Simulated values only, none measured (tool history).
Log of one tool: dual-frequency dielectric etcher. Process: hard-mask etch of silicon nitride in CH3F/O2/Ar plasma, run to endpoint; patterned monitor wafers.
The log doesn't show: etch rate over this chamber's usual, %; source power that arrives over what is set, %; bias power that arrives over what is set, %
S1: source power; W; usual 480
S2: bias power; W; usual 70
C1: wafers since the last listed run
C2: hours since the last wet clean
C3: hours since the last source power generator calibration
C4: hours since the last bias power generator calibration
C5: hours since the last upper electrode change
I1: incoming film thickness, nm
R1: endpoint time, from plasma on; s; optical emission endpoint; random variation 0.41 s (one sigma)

{"run": 1, "hour": 0.0, "S1": 480, "S2": 84, "C1": 0, "C2": 382.9, "C3": 1272.4, "C4": 3396.6, "C5": 3931.3, "I1": 37.75, "R1": 48.2}
{"run": 2, "hour": 63.6, "S1": 480, "S2": 70, "C1": 509, "C2": 446.5, "C3": 1336, "C4": 3460.2, "C5": 3994.9, "I1": 38.19, "R1": 52.1}
{"run": 3, "hour": 107.9, "S1": 480, "S2": 70, "C1": 355, "C2": 490.8, "C3": 1380.3, "C4": 3504.5, "C5": 4039.2, "I1": 37.81, "R1": 51.8}
{"run": 4, "hour": 153.6, "S1": 480, "S2": 70, "C1": 366, "C2": 536.5, "C3": 1426, "C4": 3550.2, "C5": 4084.9, "I1": 37.74, "R1": 52.2}
{"hour": 197.1, "done": "bias power generator calibrated"}
{"hour": 218.6, "done": "wet clean of the chamber"}
{"run": 5, "hour": 232.6, "S1": 450, "S2": 70, "C1": 428, "C2": 14, "C3": 1505, "C4": 35.5, "C5": 4163.9, "I1": 37.91, "R1": 50.8}
{"run": 6, "hour": 284.5, "S1": 420, "S2": 70, "C1": 416, "C2": 65.9, "C3": 1556.9, "C4": 87.4, "C5": 4215.8, "I1": 37.8, "R1": 51.7}
{"run": 7, "hour": 386.9, "S1": 420, "S2": 70, "C1": 821, "C2": 168.3, "C3": 1659.3, "C4": 189.8, "C5": 4318.2, "I1": 37.97, "R1": 53}
{"run": 8, "hour": 469.9, "S1": 480, "S2": 70, "C1": 665, "C2": 251.3, "C3": 1742.3, "C4": 272.8, "C5": 4401.2, "I1": 37.7, "R1": 50.5}
{"run": 9, "hour": 530.9, "S1": 480, "S2": 70, "C1": 489, "C2": 312.3, "C3": 1803.3, "C4": 333.8, "C5": 4462.2, "I1": 37.58, "R1": 51}
{"run": 10, "hour": 637.1, "S1": 480, "S2": 70, "C1": 851, "C2": 418.5, "C3": 1909.5, "C4": 440, "C5": 4568.4, "I1": 37.35, "R1": 51.7}
{"run": 11, "hour": 683.7, "S1": 480, "S2": 70, "C1": 373, "C2": 465.1, "C3": 1956.1, "C4": 486.6, "C5": 4615, "I1": 38.04, "R1": 51.9}
{"hour": 773.2, "done": "wet clean of the chamber"}
{"run": 12, "hour": 788.3, "S1": 580, "S2": 70, "C1": 646, "C2": 15.1, "C3": 2060.7, "C4": 591.2, "C5": 4719.6, "I1": 37.96, "R1": 47}
{"hour": 819.0, "done": "upper electrode replaced"}
{"run": 13, "hour": 829.8, "S1": 580, "S2": 61, "C1": 140, "C2": 56.6, "C3": 2102.2, "C4": 632.7, "C5": 10.8, "I1": 37.84, "R1": 50.2}
{"hour": 861.2, "done": "source power generator calibrated"}
{"run": 14, "hour": 905.4, "S1": 520, "S2": 52, "C1": 574, "C2": 132.2, "C3": 44.2, "C4": 708.3, "C5": 86.4, "I1": 38.09, "R1": 54.6}
{"run": 15, "hour": 991.7, "S1": 480, "S2": 58, "C1": 692, "C2": 218.5, "C3": 130.5, "C4": 794.6, "C5": 172.7, "I1": 37.51, "R1": 54.4}
{"run": 16, "hour": 1081.4, "S1": 420, "S2": 78, "C1": 719, "C2": 308.2, "C3": 220.2, "C4": 884.3, "C5": 262.4, "I1": 37.75, "R1": 50.7}
{"run": 17, "hour": 1154.1, "S1": 580, "S2": 54, "C1": 582, "C2": 380.9, "C3": 292.9, "C4": 957, "C5": 335.1, "I1": 37.68, "R1": 53}
{"run": 18, "hour": 1198.0, "S1": 570, "S2": 70, "C1": 352, "C2": 424.8, "C3": 336.8, "C4": 1000.9, "C5": 379, "I1": 37.91, "R1": 49.4}
{"run": 19, "hour": 1243.6, "S1": 480, "S2": 70, "C1": 365, "C2": 470.4, "C3": 382.4, "C4": 1046.5, "C5": 424.6, "I1": 37.74, "R1": 51.6}
{"run": 20, "hour": 1283.2, "S1": 560, "S2": 70, "C1": 317, "C2": 510, "C3": 422, "C4": 1086.1, "C5": 464.2, "I1": 37.64, "R1": 49.8}
{"run": 21, "hour": 1384.5, "S1": 480, "S2": 70, "C1": 812, "C2": 611.3, "C3": 523.3, "C4": 1187.4, "C5": 565.5, "I1": 37.54, "R1": 51.7}
{"run": 22, "hour": 1428.3, "S1": 410, "S2": 70, "C1": 351, "C2": 655.1, "C3": 567.1, "C4": 1231.2, "C5": 609.3, "I1": 37.42, "R1": 54.4}
{"hour": 1504.6, "done": "wet clean of the chamber"}
{"run": 23, "hour": 1505.1, "S1": 520, "S2": 55, "C1": 423, "C2": 0.5, "C3": 643.9, "C4": 1308, "C5": 686.1, "I1": 37.75, "R1": 52.5}
{"run": 24, "hour": 1547.7, "S1": 550, "S2": 87, "C1": 341, "C2": 43.1, "C3": 686.5, "C4": 1350.6, "C5": 728.7, "I1": 37.59, "R1": 44.2}
{"run": 25, "hour": 1638.8, "S1": 510, "S2": 65, "C1": 730, "C2": 134.2, "C3": 777.6, "C4": 1441.7, "C5": 819.8, "I1": 37.9, "R1": 51}
{"run": 26, "hour": 1724.6, "S1": 550, "S2": 57, "C1": 688, "C2": 220, "C3": 863.4, "C4": 1527.5, "C5": 905.6, "I1": 37.84, "R1": 53.3}
{"run": 27, "hour": 1793.6, "S1": 560, "S2": 86, "C1": 553, "C2": 289, "C3": 932.4, "C4": 1596.5, "C5": 974.6, "I1": 37.63, "R1": 44.4}
{"run": 28, "hour": 1849.0, "S1": 480, "S2": 70, "C1": 444, "C2": 344.4, "C3": 987.8, "C4": 1651.9, "C5": 1030, "I1": 37.58, "R1": 50.6}
{"run": 29, "hour": 1896.5, "S1": 430, "S2": 53, "C1": 380, "C2": 391.9, "C3": 1035.3, "C4": 1699.4, "C5": 1077.5, "I1": 37.58, "R1": 58.3}
{"run": 30, "hour": 1971.4, "S1": 400, "S2": 83, "C1": 600, "C2": 466.8, "C3": 1110.2, "C4": 1774.3, "C5": 1152.4, "I1": 37.47, "R1": 49.6}
{"run": 31, "hour": 2008.8, "S1": 480, "S2": 70, "C1": 299, "C2": 504.2, "C3": 1147.6, "C4": 1811.7, "C5": 1189.8, "I1": 37.66, "R1": 51.7}
{"run": 32, "hour": 2109.8, "S1": 510, "S2": 87, "C1": 809, "C2": 605.2, "C3": 1248.6, "C4": 1912.7, "C5": 1290.8, "I1": 37.56, "R1": 47.5}
{"run": 33, "hour": 2182.9, "S1": 480, "S2": 70, "C1": 586, "C2": 678.3, "C3": 1321.7, "C4": 1985.8, "C5": 1363.9, "I1": 37.28, "R1": 51.6}
{"hour": 2238.9, "done": "wet clean of the chamber"}
{"run": 34, "hour": 2252.4, "S1": 480, "S2": 70, "C1": 364, "C2": 13.5, "C3": 1391.2, "C4": 2055.3, "C5": 1433.4, "I1": 37.73, "R1": 49.6}
{"run": 35, "hour": 2422.1, "S1": 550, "S2": 58, "C1": 1360, "C2": 183.2, "C3": 1560.9, "C4": 2225, "C5": 1603.1, "I1": 37.81, "R1": 51.3}

4 ways to go on from here, each from the tool as it stands after run 35. What would each give?
{"run": "A", "hour": 2422.5, "S1": 480, "S2": 70, "C1": 3, "C2": 183.6, "C3": 1561.3, "C4": 2225.4, "C5": 1603.5, "I1": 37.48, "R1": "?"}
{"run": "B", "hour": 2422.5, "S1": 480, "S2": 60, "C1": 3, "C2": 183.6, "C3": 1561.3, "C4": 2225.4, "C5": 1603.5, "I1": 37.48, "R1": "?"}
{"run": "C", "hour": 2422.5, "S1": 600, "S2": 70, "C1": 3, "C2": 183.6, "C3": 1561.3, "C4": 2225.4, "C5": 1603.5, "I1": 37.48, "R1": "?"}
{"run": "D", "hour": 2422.5, "S1": 480, "S2": 62, "C1": 3, "C2": 183.6, "C3": 1561.3, "C4": 2225.4, "C5": 1603.5, "I1": 37.48, "R1": "?"}

run=A R1=50.3
run=B R1=53.3
run=C R1=47.3
run=D R1=52.7
Without the tool's hidden state the same runs would have given:
run=A R1=49.9
run=B R1=52.9
run=C R1=46.9
run=D R1=52.2

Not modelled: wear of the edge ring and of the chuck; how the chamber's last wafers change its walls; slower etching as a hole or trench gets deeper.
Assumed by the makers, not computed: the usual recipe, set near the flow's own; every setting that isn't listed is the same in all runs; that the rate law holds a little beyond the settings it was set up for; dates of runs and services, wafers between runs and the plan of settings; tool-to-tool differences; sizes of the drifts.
